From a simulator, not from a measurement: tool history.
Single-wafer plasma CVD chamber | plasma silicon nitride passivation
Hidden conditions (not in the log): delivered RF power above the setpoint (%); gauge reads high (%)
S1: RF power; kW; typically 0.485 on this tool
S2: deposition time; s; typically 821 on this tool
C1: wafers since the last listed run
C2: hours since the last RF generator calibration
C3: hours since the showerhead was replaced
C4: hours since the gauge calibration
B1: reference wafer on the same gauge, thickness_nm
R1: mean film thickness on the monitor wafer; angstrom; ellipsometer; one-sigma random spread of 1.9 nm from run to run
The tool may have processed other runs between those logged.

| run | hour | S1 | S2 | C1 | C2 | C3 | C4 | B1 | R1 |
|---|---|---|---|---|---|---|---|---|---|
| 1 | 0.0 | 0.440 | 876 | 0 | 2027.6 | 6369.2 | 105.2 | 1264.655 | 12911.87 |
| 2 | 13.1 | 0.485 | 821 | 19 | 2040.7 | 6382.3 | 118.3 | 1266.313 | 12613.87 |
| 3 | 25.2 | 0.485 | 821 | 17 | 2052.8 | 6394.4 | 130.4 | 1266.333 | 12579.02 |
| 4 | 40.6 | 0.485 | 821 | 22 | 2068.2 | 6409.8 | 145.8 | 1268.107 | 12647.33 |
| 5 | 57.6 | 0.485 | 694 | 24 | 2085.2 | 6426.8 | 162.8 | 1268.648 | 10686.13 |
|  | 68.3 | RF generator calibrated |
| 6 | 71.2 | 0.485 | 694 | 8 | 2.9 | 6440.4 | 176.4 | 1271.366 | 10685.83 |
|  | 72.6 | gauge calibrated |
| 7 | 79.5 | 0.485 | 821 | 12 | 11.2 | 6448.7 | 6.9 | 1260.224 | 12567.76 |
| 8 | 94.6 | 0.485 | 821 | 21 | 26.3 | 6463.8 | 22.0 | 1260.836 | 12537.27 |
| 9 | 104.2 | 0.485 | 821 | 13 | 35.9 | 6473.4 | 31.6 | 1260.199 | 12547.95 |
| 10 | 118.5 | 0.535 | 963 | 20 | 50.2 | 6487.7 | 45.9 | 1261.014 | 15242.39 |
| 11 | 128.5 | 0.525 | 674 | 14 | 60.2 | 6497.7 | 55.9 | 1262.079 | 10613.24 |
|  | 142.4 | showerhead replaced |
| 12 | 142.9 | 0.395 | 770 | 9 | 74.6 | 0.5 | 70.3 | 1261.994 | 10854.01 |
| 13 | 154.1 | 0.395 | 963 | 16 | 85.8 | 11.7 | 81.5 | 1262.129 | 13593.42 |
| 14 | 170.5 | 0.485 | 947 | 23 | 102.2 | 28.1 | 97.9 | 1263.461 | 14475.43 |
| 15 | 178.0 | 0.410 | 730 | 10 | 109.7 | 35.6 | 105.4 | 1264.266 | 10476.26 |
| 16 | 192.3 | 0.420 | 934 | 20 | 124.0 | 49.9 | 119.7 | 1264.469 | 13523.58 |
| 17 | 201.9 | 0.525 | 728 | 13 | 133.6 | 59.5 | 129.3 | 1265.350 | 11489.20 |

4 ways to go on from here, each from the tool as it stands after run 17. What would each give?
| A | 202.5 | 0.485 | 821 | 0 | 134.2 | 60.1 | 129.9 | ? | ? |
| B | 202.5 | 0.455 | 873 | 0 | 134.2 | 60.1 | 129.9 | ? | ? |
| C | 202.5 | 0.415 | 739 | 0 | 134.2 | 60.1 | 129.9 | ? | ? |
| D | 202.5 | 0.485 | 978 | 0 | 134.2 | 60.1 | 129.9 | ? | ? |

| run | B1 | R1 |
|---|---|---|
| A | 1264.933 | 12592.68 |
| B | 1264.933 | 13063.65 |
| C | 1264.933 | 10662.68 |
| D | 1264.933 | 15000.78 |
Without the tool's unlogged condition, the same runs would have read:
| run | R1 |
|---|---|
| A | 12539.80 |
| B | 13008.79 |
| C | 10617.90 |
| D | 14937.79 |
